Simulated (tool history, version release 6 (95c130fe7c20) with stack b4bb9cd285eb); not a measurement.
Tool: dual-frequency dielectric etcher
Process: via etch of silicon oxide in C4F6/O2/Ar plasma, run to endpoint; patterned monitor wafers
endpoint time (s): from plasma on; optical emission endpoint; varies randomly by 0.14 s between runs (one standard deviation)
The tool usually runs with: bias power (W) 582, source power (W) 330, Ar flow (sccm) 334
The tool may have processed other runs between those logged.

run	hour	bias power (W)	source power (W)	Ar flow (sccm)	incoming incoming film thickness, nm	endpoint time (s)
1	0.0	582	390	334	129.3	28.1
2	37.5	481	330	364	129.2	33.8
# hour 73.3: wet clean of the chamber
# hour 78.5: Ar flow controller replaced
3	79.0	481	330	364	129.2	34.8
4	79.4	481	330	364	129.3	34.9
5	79.7	644	330	272	129.3	28.5
6	87.1	644	330	272	128.9	28.3
# hour 100.1: source power generator calibrated
# hour 115.2: wet clean of the chamber, repeated, since the last time left the tool worse
7	115.7	644	330	272	128.7	26.4
8	117.4	582	330	334	129.4	28.9
9	130.7	492	330	287	129.0	31.4
# hour 163.4: upper electrode replaced
# hour 167.4: bias power generator calibrated
10	167.9	582	300	359	128.9	30.4
11	168.2	492	330	287	128.8	31.8
12	168.5	437	350	334	129.4	33.9
13	178.7	582	330	334	130.2	29.1
14	190.3	582	300	334	129.4	30.4
15	208.2	485	290	365	129.1	34.5
16	220.1	628	260	416	129.0	31.2
17	235.7	492	330	287	128.9	31.8

Below, each run's measurement less what the same run would have read without the hidden state. Both values contain the same run-to-run variation, but the gauge's scatter may not be the same in both:
The tool's hidden condition here consists of: etch rate over this chamber's usual, %; bias power that arrives over what is set, %; source power that arrives over what is set, %; Ar flow that arrives over what is set, %.
run	endpoint time (s)
1	+1.0
2	+1.2
3	+2.2
4	+2.3
5	+1.9
6	+1.8
7	+0.1
8	+0.1
9	+0.1
10	+0.2
11	+0.2
12	+0.2
13	+0.2
14	+0.3
15	+0.4
16	+0.3
17	+0.4

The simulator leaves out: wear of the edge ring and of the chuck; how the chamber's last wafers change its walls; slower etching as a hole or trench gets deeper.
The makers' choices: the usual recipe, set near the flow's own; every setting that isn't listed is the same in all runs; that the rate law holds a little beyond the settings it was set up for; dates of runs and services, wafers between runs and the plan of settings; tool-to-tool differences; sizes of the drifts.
